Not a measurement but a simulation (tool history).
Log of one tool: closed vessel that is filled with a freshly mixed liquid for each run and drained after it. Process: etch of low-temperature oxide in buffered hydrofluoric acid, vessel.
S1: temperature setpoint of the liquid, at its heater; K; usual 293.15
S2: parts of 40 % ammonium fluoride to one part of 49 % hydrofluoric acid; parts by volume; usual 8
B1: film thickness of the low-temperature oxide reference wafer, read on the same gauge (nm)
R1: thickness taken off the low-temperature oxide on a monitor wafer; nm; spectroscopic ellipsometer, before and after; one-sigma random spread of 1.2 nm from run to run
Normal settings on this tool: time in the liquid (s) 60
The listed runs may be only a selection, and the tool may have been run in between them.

run 1 hour=0 | S1=293.15 S2=7 time_in_the_liquid_(s)=80 | B1=40.02 | R1=517.75
run 2 hour=30.2 | S1=293.15 S2=7 time_in_the_liquid_(s)=80 | B1=39.99 | R1=515.08
run 3 hour=63.2 | S1=293.15 S2=8 time_in_the_liquid_(s)=60 | B1=40.04 | R1=342.19
run 4 hour=87.1 | S1=293.15 S2=8 time_in_the_liquid_(s)=60 | B1=39.97 | R1=342.82
run 5 hour=104.3 | S1=293.15 S2=8 time_in_the_liquid_(s)=60 | B1=40.02 | R1=342.18
run 6 hour=133.6 | S1=293.15 S2=8 time_in_the_liquid_(s)=60 | B1=39.95 | R1=342.53
run 7 hour=161.1 | S1=293.15 S2=8 time_in_the_liquid_(s)=60 | B1=40.06 | R1=343.39
run 8 hour=179.3 | S1=293.15 S2=8 time_in_the_liquid_(s)=60 | B1=40.01 | R1=339.42
run 9 hour=210.4 | S1=293.15 S2=6 time_in_the_liquid_(s)=60 | B1=40.01 | R1=441.4
run 10 hour=229.8 | S1=293.15 S2=6 time_in_the_liquid_(s)=60 | B1=40.03 | R1=444.08
run 11 hour=246.4 | S1=293.15 S2=6 time_in_the_liquid_(s)=60 | B1=40.02 | R1=447.48
run 12 hour=267.4 | S1=293.15 S2=8 time_in_the_liquid_(s)=60 | B1=39.98 | R1=344.51
run 13 hour=300.1 | S1=296.15 S2=8 time_in_the_liquid_(s)=45 | B1=39.97 | R1=305.19
run 14 hour=330.5 | S1=293.15 S2=8 time_in_the_liquid_(s)=30 | B1=40 | R1=170.86
run 15 hour=356.5 | S1=295.65 S2=8 time_in_the_liquid_(s)=30 | B1=40 | R1=197.53
run 16 hour=388.1 | S1=293.15 S2=8 time_in_the_liquid_(s)=60 | B1=39.99 | R1=343.84
-- hour=406.2 gauge calibrated
run 17 hour=411.4 | S1=296.15 S2=11 time_in_the_liquid_(s)=75 | B1=40.01 | R1=376.44
-- hour=434.7 thermometer replaced
run 18 hour=444.7 | S1=295.65 S2=5.5 time_in_the_liquid_(s)=50 | B1=39.99 | R1=469.78
run 19 hour=465.6 | S1=294.65 S2=8 time_in_the_liquid_(s)=80 | B1=39.99 | R1=507.94
run 20 hour=491.2 | S1=290.15 S2=6.5 time_in_the_liquid_(s)=30 | B1=40.01 | R1=178.85
run 21 hour=509.3 | S1=290.15 S2=8 time_in_the_liquid_(s)=80 | B1=39.96 | R1=397.27
-- hour=572.7 hydrofluoric acid flow meter replaced
run 22 hour=574.1 | S1=293.15 S2=10 time_in_the_liquid_(s)=85 | B1=40.01 | R1=373.94
run 23 hour=589.9 | S1=290.15 S2=8 time_in_the_liquid_(s)=60 | B1=39.97 | R1=270.55
run 24 hour=604.1 | S1=293.15 S2=6.5 time_in_the_liquid_(s)=70 | B1=40.04 | R1=460.45
run 25 hour=624.5 | S1=297.15 S2=10 time_in_the_liquid_(s)=95 | B1=39.99 | R1=519.59
run 26 hour=650.9 | S1=293.15 S2=6 time_in_the_liquid_(s)=60 | B1=40.03 | R1=423.85
run 27 hour=670.1 | S1=297.15 S2=11 time_in_the_liquid_(s)=60 | B1=39.97 | R1=299.25
run 28 hour=700.6 | S1=297.65 S2=8 time_in_the_liquid_(s)=60 | B1=40.03 | R1=414.11
run 29 hour=717.2 | S1=293.15 S2=6.5 time_in_the_liquid_(s)=60 | B1=39.99 | R1=394.9
run 30 hour=736.3 | S1=293.15 S2=8 time_in_the_liquid_(s)=60 | B1=40.01 | R1=322.01
run 31 hour=835.3 | S1=294.65 S2=9 time_in_the_liquid_(s)=30 | B1=39.99 | R1=154.08

The tool's hidden state at each run:
gauge reads high (%): 0, the same for each run
H1: liquid colder than its thermometer reads (K)
H2: hydrofluoric acid flow above the setpoint (%)
run=1 H1=0.266 H2=8.01
run=2 H1=0.276 H2=8.12
run=3 H1=0.287 H2=8.24
run=4 H1=0.295 H2=8.33
run=5 H1=0.301 H2=8.39
run=6 H1=0.311 H2=8.5
run=7 H1=0.32 H2=8.6
run=8 H1=0.326 H2=8.66
run=9 H1=0.337 H2=8.77
run=10 H1=0.343 H2=8.84
run=11 H1=0.349 H2=8.9
run=12 H1=0.356 H2=8.98
run=13 H1=0.367 H2=9.1
run=14 H1=0.377 H2=9.21
run=15 H1=0.385 H2=9.3
run=16 H1=0.396 H2=9.42
run=17 H1=0.404 H2=9.5
run=18 H1=0.0801 H2=9.62
run=19 H1=0.0871 H2=9.7
run=20 H1=0.0956 H2=9.79
run=21 H1=0.102 H2=9.86
run=22 H1=0.123 H2=1.17
run=23 H1=0.129 H2=1.22
run=24 H1=0.133 H2=1.28
run=25 H1=0.14 H2=1.35
run=26 H1=0.149 H2=1.45
run=27 H1=0.156 H2=1.52
run=28 H1=0.166 H2=1.63
run=29 H1=0.171 H2=1.69
run=30 H1=0.178 H2=1.75
run=31 H1=0.211 H2=2.11
